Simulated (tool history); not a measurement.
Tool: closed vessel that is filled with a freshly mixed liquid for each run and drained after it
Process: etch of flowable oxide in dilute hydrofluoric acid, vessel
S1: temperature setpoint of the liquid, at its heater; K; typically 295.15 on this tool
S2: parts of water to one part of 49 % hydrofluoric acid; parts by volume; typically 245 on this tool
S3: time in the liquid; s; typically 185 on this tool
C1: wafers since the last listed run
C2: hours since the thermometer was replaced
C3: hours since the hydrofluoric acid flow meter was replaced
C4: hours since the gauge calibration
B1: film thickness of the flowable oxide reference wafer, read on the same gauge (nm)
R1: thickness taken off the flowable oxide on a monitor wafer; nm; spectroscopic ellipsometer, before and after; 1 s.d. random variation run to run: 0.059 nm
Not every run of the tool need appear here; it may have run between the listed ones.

{"run": 1, "day": 0.0, "S1": 295.15, "S2": 245, "S3": 185, "C1": 0, "C2": 1188.4, "C3": 1851.5, "C4": 304.7, "B1": 30, "R1": 19.76}
{"run": 2, "day": 2.2, "S1": 295.15, "S2": 245, "S3": 160, "C1": 4479, "C2": 1241.2, "C3": 1904.3, "C4": 357.5, "B1": 30, "R1": 17.05}
{"run": 3, "day": 4.638, "S1": 295.15, "S2": 245, "S3": 160, "C1": 4962, "C2": 1299.7, "C3": 1962.8, "C4": 416, "B1": 30.01, "R1": 17.07}
{"run": 4, "day": 7.321, "S1": 292.15, "S2": 245, "S3": 185, "C1": 5463, "C2": 1364.1, "C3": 2027.2, "C4": 480.4, "B1": 29.99, "R1": 17.78}
{"run": 5, "day": 8.967, "S1": 295.15, "S2": 245, "S3": 185, "C1": 3350, "C2": 1403.6, "C3": 2066.7, "C4": 519.9, "B1": 30.01, "R1": 19.82}
{"run": 6, "day": 10.212, "S1": 295.15, "S2": 245, "S3": 155, "C1": 2536, "C2": 1433.5, "C3": 2096.6, "C4": 549.8, "B1": 30, "R1": 16.57}
{"run": 7, "day": 12.771, "S1": 297.65, "S2": 245, "S3": 185, "C1": 5208, "C2": 1494.9, "C3": 2158, "C4": 611.2, "B1": 29.99, "R1": 21.79}
{"run": 8, "day": 14.675, "S1": 295.15, "S2": 325, "S3": 185, "C1": 3876, "C2": 1540.6, "C3": 2203.7, "C4": 656.9, "B1": 29.99, "R1": 13.87}
{"run": 9, "day": 17.262, "S1": 295.15, "S2": 325, "S3": 185, "C1": 5268, "C2": 1602.7, "C3": 2265.8, "C4": 719, "B1": 30, "R1": 13.81}
{"run": 10, "day": 18.329, "S1": 295.15, "S2": 245, "S3": 185, "C1": 2171, "C2": 1628.3, "C3": 2291.4, "C4": 744.6, "B1": 29.99, "R1": 19.91}
{"day": 18.521, "done": "hydrofluoric acid flow meter replaced"}
{"run": 11, "day": 19.754, "S1": 295.15, "S2": 245, "S3": 185, "C1": 2816, "C2": 1662.5, "C3": 29.6, "C4": 778.8, "B1": 29.98, "R1": 19.94}
{"run": 12, "day": 21.4, "S1": 295.15, "S2": 305, "S3": 185, "C1": 3350, "C2": 1702, "C3": 69.1, "C4": 818.3, "B1": 30, "R1": 15.1}
{"run": 13, "day": 24.338, "S1": 295.15, "S2": 305, "S3": 185, "C1": 5980, "C2": 1772.5, "C3": 139.6, "C4": 888.8, "B1": 30.01, "R1": 15.18}
{"day": 25.646, "done": "thermometer replaced"}
{"run": 14, "day": 26.371, "S1": 295.15, "S2": 245, "S3": 185, "C1": 4055, "C2": 17.4, "C3": 188.4, "C4": 937.6, "B1": 29.98, "R1": 19.44}
{"day": 27.588, "done": "gauge calibrated"}
{"run": 15, "day": 28.7, "S1": 295.15, "S2": 245, "S3": 185, "C1": 4742, "C2": 73.3, "C3": 244.3, "C4": 26.7, "B1": 29.99, "R1": 19.39}
{"run": 16, "day": 31.017, "S1": 295.15, "S2": 290, "S3": 185, "C1": 4716, "C2": 128.9, "C3": 299.9, "C4": 82.3, "B1": 30.01, "R1": 15.74}
{"run": 17, "day": 32.212, "S1": 298.15, "S2": 330, "S3": 235, "C1": 2434, "C2": 157.6, "C3": 328.6, "C4": 111, "B1": 30.01, "R1": 18.74}
{"run": 18, "day": 33.675, "S1": 295.15, "S2": 245, "S3": 145, "C1": 2977, "C2": 192.7, "C3": 363.7, "C4": 146.1, "B1": 30, "R1": 15.29}
{"run": 19, "day": 36.554, "S1": 300.15, "S2": 335, "S3": 225, "C1": 5862, "C2": 261.8, "C3": 432.8, "C4": 215.2, "B1": 30, "R1": 18.83}
{"run": 20, "day": 38.179, "S1": 297.65, "S2": 355, "S3": 260, "C1": 3308, "C2": 300.8, "C3": 471.8, "C4": 254.2, "B1": 30.01, "R1": 18.59}
{"run": 21, "day": 39.696, "S1": 291.15, "S2": 310, "S3": 185, "C1": 3087, "C2": 337.2, "C3": 508.2, "C4": 290.6, "B1": 30, "R1": 12.51}
{"run": 22, "day": 41.158, "S1": 293.65, "S2": 185, "S3": 185, "C1": 2977, "C2": 372.3, "C3": 543.3, "C4": 325.7, "B1": 29.99, "R1": 25.81}
{"run": 23, "day": 42.275, "S1": 295.15, "S2": 290, "S3": 130, "C1": 2273, "C2": 399.1, "C3": 570.1, "C4": 352.5, "B1": 30, "R1": 11.13}
{"run": 24, "day": 43.304, "S1": 295.15, "S2": 355, "S3": 185, "C1": 2095, "C2": 423.8, "C3": 594.8, "C4": 377.2, "B1": 29.99, "R1": 12.14}
{"run": 25, "day": 46.175, "S1": 295.15, "S2": 245, "S3": 185, "C1": 5845, "C2": 492.7, "C3": 663.7, "C4": 446.1, "B1": 29.99, "R1": 19.54}
{"run": 26, "day": 48.338, "S1": 295.15, "S2": 245, "S3": 185, "C1": 4402, "C2": 544.6, "C3": 715.6, "C4": 498, "B1": 30, "R1": 19.56}
{"run": 27, "day": 49.871, "S1": 292.15, "S2": 175, "S3": 150, "C1": 3121, "C2": 581.4, "C3": 752.4, "C4": 534.8, "B1": 30, "R1": 21.28}
{"run": 28, "day": 52.296, "S1": 295.15, "S2": 245, "S3": 185, "C1": 4937, "C2": 639.6, "C3": 810.6, "C4": 593, "B1": 29.99, "R1": 19.71}
{"run": 29, "day": 54.875, "S1": 292.15, "S2": 245, "S3": 185, "C1": 5251, "C2": 701.5, "C3": 872.5, "C4": 654.9, "B1": 30.01, "R1": 17.59}
{"run": 30, "day": 56.262, "S1": 297.65, "S2": 285, "S3": 125, "C1": 2824, "C2": 734.8, "C3": 905.8, "C4": 688.2, "B1": 30, "R1": 12.05}
{"run": 31, "day": 61.662, "S1": 297.65, "S2": 140, "S3": 240, "C1": 10994, "C2": 864.4, "C3": 1035.4, "C4": 817.8, "B1": 29.99, "R1": 55.23}
{"run": 32, "day": 62.962, "S1": 295.15, "S2": 245, "S3": 185, "C1": 2646, "C2": 895.6, "C3": 1066.6, "C4": 849, "B1": 30, "R1": 19.7}

Measured result minus the same run's result without the hidden state. Both carry the same run-to-run variation, though not necessarily the same gauge scatter:
Hidden conditions of the tool in this case: liquid hotter than its thermometer reads (K); hydrofluoric acid flow above the setpoint (%); gauge reads high (%).
run=1 R1=+0.45
run=2 R1=+0.4
run=3 R1=+0.42
run=4 R1=+0.48
run=5 R1=+0.52
run=6 R1=+0.45
run=7 R1=+0.59
run=8 R1=+0.39
run=9 R1=+0.4
run=10 R1=+0.61
run=11 R1=+0.62
run=12 R1=+0.46
run=13 R1=+0.49
run=14 R1=+0.13
run=15 R1=+0.14
run=16 R1=+0.13
run=17 R1=+0.15
run=18 R1=+0.15
run=19 R1=+0.19
run=20 R1=+0.2
run=21 R1=+0.16
run=22 R1=+0.35
run=23 R1=+0.14
run=24 R1=+0.16
run=25 R1=+0.29
run=26 R1=+0.32
run=27 R1=+0.38
run=28 R1=+0.35
run=29 R1=+0.34
run=30 R1=+0.22
run=31 R1=+1.23
run=32 R1=+0.44

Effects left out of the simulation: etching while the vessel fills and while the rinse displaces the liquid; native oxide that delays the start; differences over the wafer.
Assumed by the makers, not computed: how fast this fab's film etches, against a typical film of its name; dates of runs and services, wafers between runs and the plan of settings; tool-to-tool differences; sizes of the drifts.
